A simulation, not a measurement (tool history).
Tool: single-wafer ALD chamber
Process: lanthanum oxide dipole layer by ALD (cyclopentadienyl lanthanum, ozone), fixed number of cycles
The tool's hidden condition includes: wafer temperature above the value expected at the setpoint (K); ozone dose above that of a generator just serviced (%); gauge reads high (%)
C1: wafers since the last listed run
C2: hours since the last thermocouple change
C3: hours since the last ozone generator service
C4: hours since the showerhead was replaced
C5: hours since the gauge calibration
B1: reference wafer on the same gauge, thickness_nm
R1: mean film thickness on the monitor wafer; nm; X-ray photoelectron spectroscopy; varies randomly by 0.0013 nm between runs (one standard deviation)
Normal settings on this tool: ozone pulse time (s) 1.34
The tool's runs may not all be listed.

{"run": 1, "hour": 0.0, "ozone pulse time (s)": 1.34, "C1": 0, "C2": 2940.2, "C3": 780.3, "C4": 5800.2, "C5": 117.9, "B1": 0.509, "R1": 0.483}
{"run": 2, "hour": 14.9, "ozone pulse time (s)": 1.34, "C1": 295, "C2": 2955.1, "C3": 795.2, "C4": 5815.1, "C5": 132.8, "B1": 0.509, "R1": 0.481}
{"run": 3, "hour": 25.9, "ozone pulse time (s)": 1.34, "C1": 218, "C2": 2966.1, "C3": 806.2, "C4": 5826.1, "C5": 143.8, "B1": 0.509, "R1": 0.481}
{"run": 4, "hour": 37.4, "ozone pulse time (s)": 1.34, "C1": 228, "C2": 2977.6, "C3": 817.7, "C4": 5837.6, "C5": 155.3, "B1": 0.509, "R1": 0.481}
{"run": 5, "hour": 52.4, "ozone pulse time (s)": 1.34, "C1": 297, "C2": 2992.6, "C3": 832.7, "C4": 5852.6, "C5": 170.3, "B1": 0.509, "R1": 0.479}
{"run": 6, "hour": 70.0, "ozone pulse time (s)": 1.34, "C1": 349, "C2": 3010.2, "C3": 850.3, "C4": 5870.2, "C5": 187.9, "B1": 0.508, "R1": 0.475}
{"run": 7, "hour": 78.8, "ozone pulse time (s)": 1.34, "C1": 174, "C2": 3019, "C3": 859.1, "C4": 5879, "C5": 196.7, "B1": 0.509, "R1": 0.476}
{"run": 8, "hour": 90.1, "ozone pulse time (s)": 1.34, "C1": 224, "C2": 3030.3, "C3": 870.4, "C4": 5890.3, "C5": 208, "B1": 0.509, "R1": 0.476}
{"run": 9, "hour": 105.9, "ozone pulse time (s)": 1.55, "C1": 313, "C2": 3046.1, "C3": 886.2, "C4": 5906.1, "C5": 223.8, "B1": 0.509, "R1": 0.502}
{"run": 10, "hour": 114.3, "ozone pulse time (s)": 1.55, "C1": 166, "C2": 3054.5, "C3": 894.6, "C4": 5914.5, "C5": 232.2, "B1": 0.51, "R1": 0.502}
{"hour": 125.4, "done": "thermocouple changed; heater temperature recalibrated"}
{"run": 11, "hour": 127.0, "ozone pulse time (s)": 0.93, "C1": 93, "C2": 1.6, "C3": 907.3, "C4": 5927.2, "C5": 244.9, "B1": 0.509, "R1": 0.386}
{"run": 12, "hour": 134.3, "ozone pulse time (s)": 1.34, "C1": 144, "C2": 8.9, "C3": 914.6, "C4": 5934.5, "C5": 252.2, "B1": 0.509, "R1": 0.474}
{"hour": 145.3, "done": "ozone generator serviced"}
{"run": 13, "hour": 145.8, "ozone pulse time (s)": 0.81, "C1": 69, "C2": 20.4, "C3": 0.5, "C4": 5946, "C5": 263.7, "B1": 0.509, "R1": 0.403}
{"run": 14, "hour": 154.4, "ozone pulse time (s)": 1.07, "C1": 170, "C2": 29, "C3": 9.1, "C4": 5954.6, "C5": 272.3, "B1": 0.509, "R1": 0.472}
{"hour": 167.1, "done": "gauge calibrated"}
{"run": 15, "hour": 169.0, "ozone pulse time (s)": 1.34, "C1": 289, "C2": 43.6, "C3": 23.7, "C4": 5969.2, "C5": 1.9, "B1": 0.509, "R1": 0.51}
{"hour": 178.6, "done": "showerhead replaced"}
{"run": 16, "hour": 181.1, "ozone pulse time (s)": 1.52, "C1": 81, "C2": 55.7, "C3": 35.8, "C4": 2.5, "C5": 14, "B1": 0.508, "R1": 0.525}
{"run": 17, "hour": 198.6, "ozone pulse time (s)": 1.34, "C1": 347, "C2": 73.2, "C3": 53.3, "C4": 20, "C5": 31.5, "B1": 0.509, "R1": 0.508}
{"run": 18, "hour": 213.5, "ozone pulse time (s)": 1.49, "C1": 295, "C2": 88.1, "C3": 68.2, "C4": 34.9, "C5": 46.4, "B1": 0.509, "R1": 0.524}
{"run": 19, "hour": 227.0, "ozone pulse time (s)": 1.71, "C1": 268, "C2": 101.6, "C3": 81.7, "C4": 48.4, "C5": 59.9, "B1": 0.51, "R1": 0.54}
{"run": 20, "hour": 234.3, "ozone pulse time (s)": 0.94, "C1": 144, "C2": 108.9, "C3": 89, "C4": 55.7, "C5": 67.2, "B1": 0.509, "R1": 0.437}

Selected run-to-run steps in R1, each split into two signed amounts: the part the tool would show with no hidden state at all (from settings, incoming material and random variation), and the remainder, which goes to the hidden state together with any gauge scatter not common to the measured and the hidden-state-free results:
Run 10 -> 11: ozone pulse time (s) 1.55 -> 0.93, thermocouple changed; heater temperature recalibrated. R1 -0.116 nm: hidden state -0.031, all else -0.085.
Run 12 -> 13: ozone pulse time (s) 1.34 -> 0.81, ozone generator serviced. R1 -0.071 nm: hidden state +0.029, all else -0.1.
Run 19 -> 20: ozone pulse time (s) 1.71 -> 0.94. R1 -0.103 nm: hidden state -0.014, all else -0.089.
